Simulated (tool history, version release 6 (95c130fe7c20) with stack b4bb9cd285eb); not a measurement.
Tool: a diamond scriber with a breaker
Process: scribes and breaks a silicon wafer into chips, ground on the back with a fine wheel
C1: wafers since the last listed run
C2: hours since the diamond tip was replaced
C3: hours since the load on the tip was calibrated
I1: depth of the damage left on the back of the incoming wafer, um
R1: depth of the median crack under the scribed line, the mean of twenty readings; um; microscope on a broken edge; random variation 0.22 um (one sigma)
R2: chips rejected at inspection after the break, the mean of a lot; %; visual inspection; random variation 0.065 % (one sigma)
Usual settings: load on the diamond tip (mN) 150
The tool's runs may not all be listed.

Run 1, day 0.000: usual settings; C1 0; C2 177.2; C3 802.2; I1 2.28. Result: R1 15.05 um, R2 2.62 %.
Run 2, day 2.008: usual settings; C1 165; C2 225.4; C3 850.4; I1 1.90. Result: R1 14.95 um, R2 2.64 %.
Run 3, day 4.733: usual settings; C1 223; C2 290.8; C3 915.8; I1 2.52. Result: R1 15.39 um, R2 3.16 %.
At day 6.271: load on the tip recalibrated.
Run 4, day 6.633: usual settings; C1 149; C2 336.4; C3 8.7; I1 1.52. Result: R1 13.61 um, R2 1.47 %.
Run 5, day 8.558: usual settings; C1 158; C2 382.6; C3 54.9; I1 2.94. Result: R1 13.91 um, R2 2.45 %.
Run 6, day 11.108: usual settings but load on the diamond tip (mN) 130; C1 209; C2 443.8; C3 116.1; I1 2.65. Result: R1 12.53 um, R2 3.81 %.
Run 7, day 13.021: usual settings but load on the diamond tip (mN) 130; C1 157; C2 489.7; C3 162.0; I1 2.85. Result: R1 12.54 um, R2 4.02 %.
Run 8, day 18.721: usual settings but load on the diamond tip (mN) 130; C1 468; C2 626.5; C3 298.8; I1 2.32. Result: R1 13.00 um, R2 2.82 %.
Run 9, day 21.188: usual settings; C1 202; C2 685.7; C3 358.0; I1 2.94. Result: R1 14.26 um, R2 2.32 %.
Run 10, day 23.242: usual settings; C1 168; C2 735.0; C3 407.3; I1 2.52. Result: R1 14.52 um, R2 2.03 %.
Run 11, day 24.846: usual settings but load on the diamond tip (mN) 117; C1 131; C2 773.5; C3 445.8; I1 2.35. Result: R1 12.04 um, R2 4.83 %.
At day 26.662: diamond tip replaced by a new one.
Run 12, day 27.467: usual settings; C1 208; C2 19.3; C3 508.7; I1 1.52. Result: R1 14.53 um, R2 1.81 %.
Run 13, day 30.238: usual settings; C1 227; C2 85.8; C3 575.2; I1 1.56. Result: R1 15.16 um, R2 1.84 %.
Run 14, day 33.196: usual settings; C1 243; C2 156.8; C3 646.2; I1 2.20. Result: R1 14.51 um, R2 2.26 %.
Run 15, day 37.971: usual settings; C1 392; C2 271.4; C3 760.8; I1 2.81. Result: R1 15.05 um, R2 2.72 %.
Run 16, day 39.254: usual settings; C1 105; C2 302.2; C3 791.6; I1 2.73. Result: R1 15.29 um, R2 2.87 %.
At day 39.575: load on the tip recalibrated.
Run 17, day 42.067: usual settings but load on the diamond tip (mN) 165; C1 224; C2 369.7; C3 59.8; I1 2.53. Result: R1 14.76 um, R2 2.40 %.
Run 18, day 44.650: usual settings; C1 212; C2 431.7; C3 121.8; I1 2.55. Result: R1 13.53 um, R2 1.99 %.
Run 19, day 45.821: usual settings but load on the diamond tip (mN) 130; C1 96; C2 459.8; C3 149.9; I1 2.56. Result: R1 12.28 um, R2 3.38 %.
Run 20, day 54.200: usual settings but load on the diamond tip (mN) 186; C1 688; C2 660.9; C3 351.0; I1 2.54. Result: R1 17.17 um, R2 6.22 %.
Run 21, day 55.379: usual settings but load on the diamond tip (mN) 113; C1 96; C2 689.2; C3 379.3; I1 2.59. Result: R1 11.33 um, R2 6.78 %.
Run 22, day 56.954: usual settings; C1 129; C2 727.0; C3 417.1; I1 2.25. Result: R1 14.49 um, R2 1.93 %.
At day 58.267: diamond tip replaced by a new one.
Run 23, day 58.288: usual settings but load on the diamond tip (mN) 188; C1 102; C2 0.5; C3 449.1; I1 1.94. Result: R1 17.13 um, R2 6.93 %.
Run 24, day 60.138: usual settings but load on the diamond tip (mN) 192; C1 152; C2 44.9; C3 493.5; I1 2.27. Result: R1 17.57 um, R2 8.08 %.
Run 25, day 61.508: usual settings but load on the diamond tip (mN) 181; C1 112; C2 77.8; C3 526.4; I1 1.71. Result: R1 16.75 um, R2 6.20 %.
Run 26, day 68.321: usual settings; C1 559; C2 241.3; C3 689.9; I1 1.70. Result: R1 15.01 um, R2 2.13 %.
Run 27, day 70.896: usual settings but load on the diamond tip (mN) 184; C1 211; C2 303.1; C3 751.7; I1 1.62. Result: R1 17.70 um, R2 7.59 %.
Run 28, day 73.808: usual settings but load on the diamond tip (mN) 124; C1 239; C2 373.0; C3 821.6; I1 2.48. Result: R1 13.25 um, R2 2.60 %.
At day 75.458: load on the tip recalibrated.
Run 29, day 75.954: usual settings but load on the diamond tip (mN) 171; C1 169; C2 424.5; C3 11.9; I1 2.32. Result: R1 15.06 um, R2 3.00 %.

Run 30 comes next. What will it give?
Run 30, day 78.417: usual settings; C1 202; C2 483.6; C3 71.0; I1 1.67. Result: R1 ?, R2 ?.

R1: 14.25 um
R2: 1.56 %
Without the tool's hidden state the same run would have given R1 14.06 um, R2 1.54 %.
